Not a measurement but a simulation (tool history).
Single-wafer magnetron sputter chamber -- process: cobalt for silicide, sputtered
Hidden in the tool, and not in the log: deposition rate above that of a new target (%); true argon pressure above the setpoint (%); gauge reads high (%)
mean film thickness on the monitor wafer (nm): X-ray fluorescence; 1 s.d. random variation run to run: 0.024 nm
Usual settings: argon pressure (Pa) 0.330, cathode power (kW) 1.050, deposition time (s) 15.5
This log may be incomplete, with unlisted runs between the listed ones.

run	day	argon pressure (Pa)	cathode power (kW)	deposition time (s)	wafers since the last listed run	wafers on the sputter target	hours since the last manometer calibration	hours since the magnet pack was replaced	hours since the gauge calibration	read-back reference wafer on the same gauge, thickness_nm	mean film thickness on the monitor wafer (nm)
1	0.000	0.330	1.050	15.5	0	2948	1566.5	6421.7	406.9	9.896	8.304
2	1.233	0.330	1.050	15.5	1149	4097	1596.1	6451.3	436.5	9.906	8.284
3	2.512	0.330	1.050	13.8	1192	5290	1626.8	6482.0	467.2	9.892	7.397
4	3.046	0.330	1.050	15.5	497	5787	1639.6	6494.8	480.0	9.896	8.347
5	3.725	0.330	1.050	15.5	633	6420	1655.9	6511.1	496.3	9.891	8.301
6	5.008	0.330	1.050	15.5	1196	7616	1686.7	6541.9	527.1	9.901	8.279
# day 5.800: sputter target and shields replaced
7	5.821	0.330	1.000	15.5	446	20	1706.2	6561.4	546.6	9.906	8.102
8	6.442	0.330	0.900	15.5	578	599	1721.1	6576.3	561.5	9.894	7.680
9	7.004	0.330	0.900	15.5	524	1123	1734.6	6589.8	575.0	9.904	7.668
10	7.708	0.330	1.050	15.5	656	1779	1751.5	6606.7	591.9	9.900	8.339
# day 8.438: capacitance manometer re-zeroed and calibrated
11	11.108	0.330	1.050	15.5	2858	4637	64.1	6688.3	673.5	9.905	8.337
# day 11.750: gauge calibrated
12	11.971	0.330	1.050	15.5	803	5441	84.8	6709.0	5.3	9.903	8.287
# day 12.362: magnet pack replaced
# day 12.908: sputter target and shields replaced
13	13.346	0.330	1.050	15.5	660	409	117.8	23.6	38.3	9.905	8.243
14	14.658	0.440	0.950	18.1	1223	1632	149.3	55.1	69.8	9.898	9.059
15	16.075	0.330	1.050	15.5	1320	2952	183.3	89.1	103.8	9.894	8.272
16	17.450	0.438	1.200	17.7	1281	4234	216.3	122.1	136.8	9.904	10.006
17	18.762	0.432	1.250	15.5	1223	5457	247.8	153.6	168.3	9.903	9.037
18	19.971	0.460	0.950	15.5	1126	6583	276.8	182.6	197.3	9.906	7.727
19	20.688	0.292	1.200	13.0	667	7251	294.0	199.8	214.5	9.903	7.539
# day 21.988: sputter target and shields replaced
20	22.008	0.330	1.050	15.5	920	18	325.7	231.5	246.2	9.905	8.335
21	22.554	0.399	1.150	12.6	508	527	338.8	244.6	259.3	9.885	6.991
22	23.262	0.330	1.050	12.6	660	1187	355.8	261.6	276.3	9.885	6.709
23	23.842	0.275	1.050	13.8	539	1727	369.7	275.5	290.2	9.893	7.459
24	25.112	0.238	1.250	13.2	1184	2911	400.2	306.0	320.7	9.894	7.894
25	26.167	0.440	0.950	18.1	982	3894	425.5	331.3	346.0	9.902	9.063
26	26.800	0.330	1.050	15.5	590	4484	440.7	346.5	361.2	9.897	8.325
27	27.425	0.330	0.900	14.4	582	5066	455.7	361.5	376.2	9.889	7.137

Describe how what the log doesn't record of the tool's condition differs between the last listed run preceding each entry between runs and the first listed run following it.
In the gap between runs 6 and 7: sputter target and shields replaced (day 5.800)
  the hidden state is the same at both runs
In the gap between runs 10 and 11: capacitance manometer re-zeroed and calibrated (day 8.438)
  the hidden state is the same at both runs
In the gap between runs 11 and 12: gauge calibrated (day 11.750)
  the hidden state is the same at both runs
In the gap between runs 12 and 13: magnet pack replaced (day 12.362); sputter target and shields replaced (day 12.908)
  the hidden state is the same at both runs
In the gap between runs 19 and 20: sputter target and shields replaced (day 21.988)
  the hidden state is the same at both runs

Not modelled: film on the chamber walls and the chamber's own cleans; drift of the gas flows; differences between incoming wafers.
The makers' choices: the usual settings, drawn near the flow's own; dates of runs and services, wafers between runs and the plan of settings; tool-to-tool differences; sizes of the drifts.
